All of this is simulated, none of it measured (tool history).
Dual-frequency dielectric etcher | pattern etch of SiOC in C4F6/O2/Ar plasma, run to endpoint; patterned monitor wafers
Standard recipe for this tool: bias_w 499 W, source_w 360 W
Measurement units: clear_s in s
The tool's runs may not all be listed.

run	hour	bias_w	source_w	incoming incoming film thickness, nm	clear_s
1	0	499	360	34.09	12.1
2	26.9	499	360	33.89	12.1
3	45	499	420	33.62	11.4
4	58.8	499	420	33.98	11.6
5	105.4	499	420	33.56	11.3
6	138.7	576	360	33.82	11.3
7	151.6	576	360	34.01	11.5
8	178.6	583	360	33.88	11.5
9	193.7	449	360	33.47	12.7
10	207.1	449	360	33.92	13
# hour 239.5: upper electrode replaced
11	240	499	360	33.62	12.3
# hour 278: wet clean of the chamber
12	278.5	499	360	33.76	11.9
13	281.7	499	360	33.57	11.7
# hour 295.5: bias power generator calibrated
14	311.7	499	390	33.87	11.5
15	337.5	499	390	33.66	11.4
16	360.7	464	310	33.72	12.9
17	373.8	622	310	33.51	11.2
# hour 379.8: source power generator calibrated
18	399.5	499	360	33.94	12
19	429.8	547	410	33.8	10.9
20	476.8	499	360	33.76	12.1
21	508.1	583	360	33.9	11.1
22	540.9	499	360	33.76	12
23	562	433	320	33.74	13.5
24	575.6	576	320	34.23	12.1
25	607.1	444	380	33.69	12.5
26	630.6	390	310	33.9	14.5
27	650.7	499	390	33.82	11.8
28	668.1	499	360	33.95	12.3
29	696.5	380	440	33.56	12.8
30	719.2	554	310	34.07	12.6

Subtracting, for every run, the result it would have given without the tool's unlogged condition from the measured result gives the following. The same run-to-run variation enters both numbers; the gauge's scatter may not:
Hidden state at play: etch rate over this chamber's usual, %; bias power that arrives over what is set, %; source power that arrives over what is set, %.
run	clear_s
1	+0.3
2	+0.3
3	+0.3
4	+0.4
5	+0.4
6	+0.4
7	+0.5
8	+0.4
9	+0.5
10	+0.6
11	+0.6
12	+0
13	+0
14	+0
15	+0
16	+0.1
17	+0.1
18	+0.1
19	+0.1
20	+0.2
21	+0.2
22	+0.3
23	+0.3
24	+0.3
25	+0.4
26	+0.4
27	+0.4
28	+0.5
29	+0.5
30	+0.5
